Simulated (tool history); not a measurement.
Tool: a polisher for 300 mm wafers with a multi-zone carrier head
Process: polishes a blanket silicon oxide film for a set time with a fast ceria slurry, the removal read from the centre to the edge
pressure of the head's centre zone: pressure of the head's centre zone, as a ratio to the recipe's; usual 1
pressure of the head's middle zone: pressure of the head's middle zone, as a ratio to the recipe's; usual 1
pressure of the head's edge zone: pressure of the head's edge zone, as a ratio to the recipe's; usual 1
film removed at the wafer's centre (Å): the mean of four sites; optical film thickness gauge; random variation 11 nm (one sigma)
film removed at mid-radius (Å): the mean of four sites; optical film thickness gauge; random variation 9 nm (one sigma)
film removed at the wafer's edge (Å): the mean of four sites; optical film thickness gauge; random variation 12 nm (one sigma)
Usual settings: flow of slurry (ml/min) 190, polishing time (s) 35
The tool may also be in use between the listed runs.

run,hour,flow of slurry (ml/min),pressure of the head's centre zone,pressure of the head's middle zone,pressure of the head's edge zone,polishing time (s),wafers since the last listed run,wafers polished on this pad,hours since the slurry nozzle was cleaned,hours since the centre zone pressure was calibrated,hours since the edge zone pressure was calibrated,hours since the carrier head's membrane was replaced,"incoming thickness of the incoming film, nm",film removed at the wafer's centre (Å),film removed at mid-radius (Å),film removed at the wafer's edge (Å)
1,0,145,1,0.93,1,40,0,676,245.2,436.3,583.9,553.2,2402.4,8420,8176,8869
2,39.1,190,1,1,1,30,322,998,284.3,475.4,623,592.3,2382.3,6714,6591,6587
# hour 125.9: edge zone pressure recalibrated
3,135.1,240,1,0.93,1.07,28,774,1773,380.3,571.4,9.2,688.3,2418.7,6047,5968,6641
4,171.5,190,1,1,1,35,300,2073,416.7,607.8,45.6,724.7,2377.8,7485,7638,7721
5,240,145,1,1,1.1,28,564,2638,485.2,676.3,114.1,793.2,2440.2,5792,5894,6279
6,326.3,235,1,1,1,35,711,3349,571.5,762.6,200.4,879.5,2365,7830,7829,7938
7,426.4,190,1,1,1,35,825,4174,671.6,862.7,300.5,979.6,2363.2,7428,7740,7691
# hour 448.1: slurry nozzle cleaned
8,486.3,215,0.96,1,1,41,485,4660,38.2,922.6,360.4,1039.5,2396.9,8902,9384,9279
# hour 556.8: carrier head's membrane replaced by a new one
9,590.1,190,1,0.93,1,35,814,5474,142,1026.4,464.2,33.3,2408.5,7648,7347,8161
10,676.7,255,1,1,1,35,713,6188,228.6,1113,550.8,119.9,2383.5,8110,7983,7965
# hour 687.2: worn pad replaced by a new one
11,814.5,190,1,1.08,1,35,1102,1049,366.4,1250.8,688.6,257.7,2420.2,7619,8258,7927
# hour 859.6: edge zone pressure recalibrated
12,900.8,190,0.92,1.08,1.05,35,694,1744,452.7,1337.1,41.2,344,2356.1,6863,8347,7862
13,939.4,240,1,1.07,1,35,318,2062,491.3,1375.7,79.8,382.6,2377.1,7706,8298,7863
14,1022.9,190,1,1.12,1.1,35,688,2750,574.8,1459.2,163.3,466.1,2390.3,7594,8382,8072
# hour 1046.4: centre zone pressure recalibrated
15,1091.3,190,1,1,1,35,547,3298,643.2,44.9,231.7,534.5,2422.1,7342,7636,7814
16,1155.8,255,1,1,1,35,531,3830,707.7,109.4,296.2,599,2406.2,7849,7953,7987
# hour 1182.8: slurry nozzle cleaned
17,1220.7,190,1,1,1.08,35,526,4356,37.9,174.3,361.1,663.9,2420.7,7986,8088,8006
18,1301,190,1.1,0.96,1.08,42,661,5018,118.2,254.6,441.4,744.2,2369.2,10279,9127,9776
19,1353.1,190,1.05,1,0.9,24,429,5448,170.3,306.7,493.5,796.3,2355.6,5473,5450,5237
20,1397.6,190,1,1,1,35,366,5814,214.8,351.2,538,840.8,2398.6,7772,7767,7800
# hour 1457.7: worn pad replaced by a new one
21,1471,190,0.91,1.05,1,42,572,109,288.2,424.6,611.4,914.2,2379.4,8353,9751,9428

5 ways to go on from here, each from the tool as it stands after run 21. What would each give?
A,1471.4,190,1,1,0.88,35,3,112,288.6,425,611.8,914.6,2375,?,?,?
B,1471.4,220,1,1,1,44,3,112,288.6,425,611.8,914.6,2375,?,?,?
C,1471.4,190,1,1,1.05,35,3,112,288.6,425,611.8,914.6,2375,?,?,?
D,1471.4,240,1,1,1,35,3,112,288.6,425,611.8,914.6,2375,?,?,?
E,1471.4,190,1,0.93,1.04,35,3,112,288.6,425,611.8,914.6,2375,?,?,?

run,film removed at the wafer's centre (Å),film removed at mid-radius (Å),film removed at the wafer's edge (Å)
A,7815,7793,7392
B,10004,9954,9867
C,7815,7792,7910
D,8041,7991,7902
E,7811,7331,7887
Without the tool's hidden state the same runs would have given:
run,film removed at the wafer's centre (Å),film removed at mid-radius (Å),film removed at the wafer's edge (Å)
A,8124,8066,7580
B,10364,10273,10099
C,8124,8064,8112
D,8314,8234,8079
E,8120,7588,8088
